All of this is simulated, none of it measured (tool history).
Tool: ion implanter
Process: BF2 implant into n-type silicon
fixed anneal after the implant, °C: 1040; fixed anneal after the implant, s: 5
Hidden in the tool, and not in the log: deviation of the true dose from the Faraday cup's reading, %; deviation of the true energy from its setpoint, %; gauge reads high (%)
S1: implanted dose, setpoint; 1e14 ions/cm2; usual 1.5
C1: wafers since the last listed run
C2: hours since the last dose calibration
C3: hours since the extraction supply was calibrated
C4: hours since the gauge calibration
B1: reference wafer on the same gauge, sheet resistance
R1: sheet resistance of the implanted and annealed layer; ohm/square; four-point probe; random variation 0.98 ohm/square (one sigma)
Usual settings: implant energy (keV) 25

Run 1, hour 0: usual settings; C1 0; C2 2078.8; C3 5279.1; C4 40; B1 609.33. Result: R1 677.79 ohm/square.
Run 2, hour 17.4: usual settings; C1 458; C2 2096.2; C3 5296.5; C4 57.4; B1 609.01. Result: R1 677.14 ohm/square.
Run 3, hour 29.5: usual settings; C1 318; C2 2108.3; C3 5308.6; C4 69.5; B1 608.79. Result: R1 677.73 ohm/square.
Run 4, hour 46.3: usual settings; C1 442; C2 2125.1; C3 5325.4; C4 86.3; B1 608.99. Result: R1 679.39 ohm/square.
Run 5, hour 56.1: usual settings; C1 258; C2 2134.9; C3 5335.2; C4 96.1; B1 609.07. Result: R1 677.24 ohm/square.
Run 6, hour 63.7: usual settings; C1 200; C2 2142.5; C3 5342.8; C4 103.7; B1 609.02. Result: R1 677.74 ohm/square.
Run 7, hour 76.1: usual settings but S1 1.68 1e14 ions/cm2; C1 326; C2 2154.9; C3 5355.2; C4 116.1; B1 609.16. Result: R1 616.36 ohm/square.
Run 8, hour 85.8: usual settings but S1 1.68 1e14 ions/cm2; C1 255; C2 2164.6; C3 5364.9; C4 125.8; B1 608.76. Result: R1 616.41 ohm/square.
Run 9, hour 96.2: usual settings but S1 1.68 1e14 ions/cm2; C1 274; C2 2175; C3 5375.3; C4 136.2; B1 609.05. Result: R1 616.86 ohm/square.
At hour 108.8: Faraday cup replaced and dose calibrated.
Run 10, hour 109.3: usual settings; C1 134; C2 0.5; C3 5388.4; C4 149.3; B1 608.86. Result: R1 652.17 ohm/square.
Run 11, hour 112: usual settings but implant energy (keV) 31.5; C1 71; C2 3.2; C3 5391.1; C4 152; B1 608.73. Result: R1 632.92 ohm/square.
Run 12, hour 121.1: usual settings but implant energy (keV) 31.5; C1 239; C2 12.3; C3 5400.2; C4 161.1; B1 608.96. Result: R1 633.38 ohm/square.
Run 13, hour 132.5: usual settings but implant energy (keV) 31.5; C1 300; C2 23.7; C3 5411.6; C4 172.5; B1 608.59. Result: R1 634.83 ohm/square.
Run 14, hour 145.4: usual settings but S1 1.34 1e14 ions/cm2, implant energy (keV) 30; C1 339; C2 36.6; C3 5424.5; C4 185.4; B1 608.6. Result: R1 698.39 ohm/square.
At hour 166.9: extraction supply calibrated.
Run 15, hour 167.4: usual settings but S1 1.66 1e14 ions/cm2; C1 368; C2 58.6; C3 0.5; C4 207.4; B1 608.86. Result: R1 602.72 ohm/square.
Run 16, hour 169.8: usual settings but S1 1.63 1e14 ions/cm2, implant energy (keV) 16.5; C1 63; C2 61; C3 2.9; C4 209.8; B1 608.92. Result: R1 647.36 ohm/square.
At hour 170.2: gauge calibrated.
Run 17, hour 186.7: usual settings; C1 445; C2 77.9; C3 19.8; C4 16.5; B1 608.84. Result: R1 655.47 ohm/square.
Run 18, hour 201.6: usual settings but S1 1.09 1e14 ions/cm2, implant energy (keV) 21; C1 392; C2 92.8; C3 34.7; C4 31.4; B1 609.13. Result: R1 877.39 ohm/square.
Run 19, hour 209.4: usual settings but S1 1.09 1e14 ions/cm2, implant energy (keV) 21; C1 205; C2 100.6; C3 42.5; C4 39.2; B1 608.82. Result: R1 880.16 ohm/square.
Run 20, hour 220.6: usual settings but S1 1.69 1e14 ions/cm2, implant energy (keV) 30.5; C1 295; C2 111.8; C3 53.7; C4 50.4; B1 609.06. Result: R1 581.37 ohm/square.
Run 21, hour 236: usual settings but implant energy (keV) 31.5; C1 405; C2 127.2; C3 69.1; C4 65.8; B1 608.93. Result: R1 636.29 ohm/square.
Run 22, hour 247.4: usual settings; C1 300; C2 138.6; C3 80.5; C4 77.2; B1 608.99. Result: R1 658.47 ohm/square.
Run 23, hour 258.5: usual settings but S1 1.06 1e14 ions/cm2, implant energy (keV) 16.5; C1 292; C2 149.7; C3 91.6; C4 88.3; B1 608.8. Result: R1 936.07 ohm/square.
Run 24, hour 265.4: usual settings but implant energy (keV) 16.5; C1 181; C2 156.6; C3 98.5; C4 95.2; B1 608.97. Result: R1 697.63 ohm/square.
Run 25, hour 271.9: usual settings but S1 1.14 1e14 ions/cm2, implant energy (keV) 29.5; C1 171; C2 163.1; C3 105; C4 101.7; B1 608.81. Result: R1 806.22 ohm/square.
Run 26, hour 280.6: usual settings but implant energy (keV) 29.5; C1 229; C2 171.8; C3 113.7; C4 110.4; B1 609.46. Result: R1 644.28 ohm/square.
Run 27, hour 288.9: usual settings but S1 1.35 1e14 ions/cm2, implant energy (keV) 29; C1 218; C2 180.1; C3 122; C4 118.7; B1 608.82. Result: R1 702.31 ohm/square.

Measured less the same run without the tool's hidden state. The same run-to-run variation is in both; the gauge's scatter may not be:
run      R1
  1  +25.32
  2  +25.34
  3  +25.38
  4  +25.49
  5  +25.44
  6  +25.47
  7  +23.28
  8   +23.3
  9  +23.34
 10   +0.41
 11   +0.48
 12    +0.8
 13    +1.2
 14   +1.81
 15   +2.32
 16    +2.7
 17   +3.18
 18   +4.93
 19    +5.3
 20   +3.77
 21   +4.56
 22   +5.19
 23   +7.97
 24   +6.38
 25   +7.15
 26   +5.99
 27   +6.78
